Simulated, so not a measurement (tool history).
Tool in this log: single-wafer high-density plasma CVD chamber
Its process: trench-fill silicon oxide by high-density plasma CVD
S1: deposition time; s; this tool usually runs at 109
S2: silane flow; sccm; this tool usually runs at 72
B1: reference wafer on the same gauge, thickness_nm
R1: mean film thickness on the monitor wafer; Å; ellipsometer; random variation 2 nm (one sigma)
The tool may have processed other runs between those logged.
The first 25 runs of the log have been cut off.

| run | day | S1 | S2 | B1 | R1 |
|---|---|---|---|---|---|
|  | 27.138 | silane flow controller replaced |
| 26 | 27.367 | 103 | 72 | 774.105 | 8104.16 |
| 27 | 27.946 | 109 | 72 | 773.604 | 8623.35 |
| 28 | 29.388 | 109 | 72 | 773.982 | 8586.93 |
| 29 | 30.45 | 109 | 72 | 773.923 | 8590.02 |
| 30 | 31.592 | 97 | 60 | 773.853 | 6811.75 |
| 31 | 32.396 | 91 | 78 | 774.515 | 7569.03 |
| 32 | 33.004 | 120 | 72 | 774.07 | 9471.18 |
|  | 34.146 | silane flow controller replaced, repeated, since the last time left the tool worse |
| 33 | 34.167 | 98 | 84 | 773.314 | 8155.83 |
| 34 | 34.871 | 92 | 80 | 774.44 | 7420.17 |
| 35 | 35.854 | 124 | 81 | 773.137 | 10057.79 |
| 36 | 36.642 | 99 | 82 | 773.655 | 8107.73 |
| 37 | 37.396 | 129 | 61 | 773.906 | 8762.71 |
| 38 | 38.633 | 123 | 62 | 774.054 | 8441.88 |
| 39 | 39.733 | 109 | 67 | 773.356 | 7841.22 |
| 40 | 40.883 | 109 | 72 | 773.336 | 8194.28 |
| 41 | 42.246 | 109 | 83 | 773.467 | 9034.35 |
| 42 | 43.142 | 120 | 64 | 772.954 | 8371.13 |
| 43 | 44.133 | 125 | 78 | 772.954 | 9889.28 |
| 44 | 45.15 | 128 | 72 | 774.419 | 9653.71 |
| 45 | 45.933 | 101 | 61 | 774.501 | 6856.53 |
|  | 46.175 | gauge calibrated |
| 46 | 47.092 | 109 | 72 | 774.192 | 8224.77 |

3 options for the next run, each taken on its own from the tool as it stands now. Forecast them:
| A | 47.108 | 109 | 72 | ? | ? |
| B | 47.108 | 103 | 68 | ? | ? |
| C | 47.108 | 101 | 67 | ? | ? |

| run | B1 | R1 |
|---|---|---|
| A | 773.108 | 8189.53 |
| B | 773.108 | 7464.71 |
| C | 773.108 | 7252.59 |
Take away the tool's hidden state, keep each run's random variation, and the runs would have read:
| run | R1 |
|---|---|
| A | 8177.57 |
| B | 7453.82 |
| C | 7242.01 |
